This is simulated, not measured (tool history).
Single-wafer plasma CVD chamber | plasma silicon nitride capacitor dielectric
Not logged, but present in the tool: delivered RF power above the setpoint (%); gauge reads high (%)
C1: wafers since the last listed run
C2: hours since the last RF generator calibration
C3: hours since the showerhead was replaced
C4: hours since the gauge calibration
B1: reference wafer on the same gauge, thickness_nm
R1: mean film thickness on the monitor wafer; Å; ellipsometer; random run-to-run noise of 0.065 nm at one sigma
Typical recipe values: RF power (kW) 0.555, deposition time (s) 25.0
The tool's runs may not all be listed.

{"run": 1, "hour": 0.0, "RF power (kW)": 0.555, "deposition time (s)": 23.0, "C1": 0, "C2": 2644.9, "C3": 2875.5, "C4": 80.6, "B1": 51.6, "R1": 400.48}
{"run": 2, "hour": 12.2, "RF power (kW)": 0.555, "deposition time (s)": 23.0, "C1": 301, "C2": 2657.1, "C3": 2887.7, "C4": 92.8, "B1": 51.627, "R1": 402.26}
{"run": 3, "hour": 19.4, "RF power (kW)": 0.555, "deposition time (s)": 25.0, "C1": 177, "C2": 2664.3, "C3": 2894.9, "C4": 100.0, "B1": 51.635, "R1": 437.97}
{"run": 4, "hour": 28.4, "RF power (kW)": 0.63, "deposition time (s)": 25.0, "C1": 222, "C2": 2673.3, "C3": 2903.9, "C4": 109.0, "B1": 51.652, "R1": 446.21}
{"run": 5, "hour": 37.9, "RF power (kW)": 0.63, "deposition time (s)": 25.0, "C1": 234, "C2": 2682.8, "C3": 2913.4, "C4": 118.5, "B1": 51.657, "R1": 447.01}
{"run": 6, "hour": 55.3, "RF power (kW)": 0.63, "deposition time (s)": 25.0, "C1": 429, "C2": 2700.2, "C3": 2930.8, "C4": 135.9, "B1": 51.684, "R1": 446.38}
{"run": 7, "hour": 66.9, "RF power (kW)": 0.64, "deposition time (s)": 27.6, "C1": 286, "C2": 2711.8, "C3": 2942.4, "C4": 147.5, "B1": 51.67, "R1": 495.64}
{"run": 8, "hour": 78.9, "RF power (kW)": 0.64, "deposition time (s)": 27.6, "C1": 296, "C2": 2723.8, "C3": 2954.4, "C4": 159.5, "B1": 51.706, "R1": 495.54}
{"hour": 85.1, "done": "gauge calibrated"}
{"run": 9, "hour": 85.8, "RF power (kW)": 0.555, "deposition time (s)": 28.9, "C1": 170, "C2": 2730.7, "C3": 2961.3, "C4": 0.7, "B1": 51.297, "R1": 501.23}
{"run": 10, "hour": 103.3, "RF power (kW)": 0.555, "deposition time (s)": 25.0, "C1": 431, "C2": 2748.2, "C3": 2978.8, "C4": 18.2, "B1": 51.389, "R1": 435.41}
{"run": 11, "hour": 120.4, "RF power (kW)": 0.66, "deposition time (s)": 28.6, "C1": 421, "C2": 2765.3, "C3": 2995.9, "C4": 35.3, "B1": 51.475, "R1": 513.8}
{"run": 12, "hour": 131.1, "RF power (kW)": 0.46, "deposition time (s)": 29.7, "C1": 264, "C2": 2776.0, "C3": 3006.6, "C4": 46.0, "B1": 51.504, "R1": 502.51}
{"hour": 140.3, "done": "RF generator calibrated"}
{"run": 13, "hour": 148.4, "RF power (kW)": 0.555, "deposition time (s)": 25.0, "C1": 229, "C2": 8.1, "C3": 3023.9, "C4": 63.3, "B1": 51.544, "R1": 436.5}
{"run": 14, "hour": 154.5, "RF power (kW)": 0.555, "deposition time (s)": 25.0, "C1": 150, "C2": 14.2, "C3": 3030.0, "C4": 69.4, "B1": 51.574, "R1": 437.68}
{"hour": 170.6, "done": "showerhead replaced"}
{"run": 15, "hour": 171.1, "RF power (kW)": 0.495, "deposition time (s)": 29.3, "C1": 212, "C2": 30.8, "C3": 0.5, "C4": 86.0, "B1": 51.608, "R1": 502.23}
{"run": 16, "hour": 183.2, "RF power (kW)": 0.66, "deposition time (s)": 28.5, "C1": 298, "C2": 42.9, "C3": 12.6, "C4": 98.1, "B1": 51.61, "R1": 514.03}
{"run": 17, "hour": 191.8, "RF power (kW)": 0.555, "deposition time (s)": 29.3, "C1": 212, "C2": 51.5, "C3": 21.2, "C4": 106.7, "B1": 51.631, "R1": 511.7}
{"run": 18, "hour": 200.3, "RF power (kW)": 0.555, "deposition time (s)": 25.0, "C1": 209, "C2": 60.0, "C3": 29.7, "C4": 115.2, "B1": 51.632, "R1": 436.21}
{"run": 19, "hour": 206.7, "RF power (kW)": 0.66, "deposition time (s)": 28.5, "C1": 157, "C2": 66.4, "C3": 36.1, "C4": 121.6, "B1": 51.656, "R1": 514.45}
{"run": 20, "hour": 221.2, "RF power (kW)": 0.495, "deposition time (s)": 21.6, "C1": 357, "C2": 80.9, "C3": 50.6, "C4": 136.1, "B1": 51.652, "R1": 369.95}
{"run": 21, "hour": 236.6, "RF power (kW)": 0.495, "deposition time (s)": 27.0, "C1": 380, "C2": 96.3, "C3": 66.0, "C4": 151.5, "B1": 51.662, "R1": 464.52}

How would selected steps in R1 from run to run divide? Give the signed amount a tool lacking its hidden state would still show from settings, what came in and random variation, and the signed amount left for the hidden state, including any gauge scatter that is not in both of the compared results.
Run 8 -> 9: RF power (kW) 0.640 -> 0.555, deposition time (s) 27.6 -> 28.9, gauge calibrated. R1 +5.69 Å: hidden state -3.77, all else +9.46.
Run 19 -> 20: RF power (kW) 0.660 -> 0.495, deposition time (s) 28.5 -> 21.6. R1 -144.50 Å: hidden state -0.89, all else -143.61.
Run 20 -> 21: deposition time (s) 21.6 -> 27.0. R1 +94.57 Å: hidden state +0.76, all else +93.81.
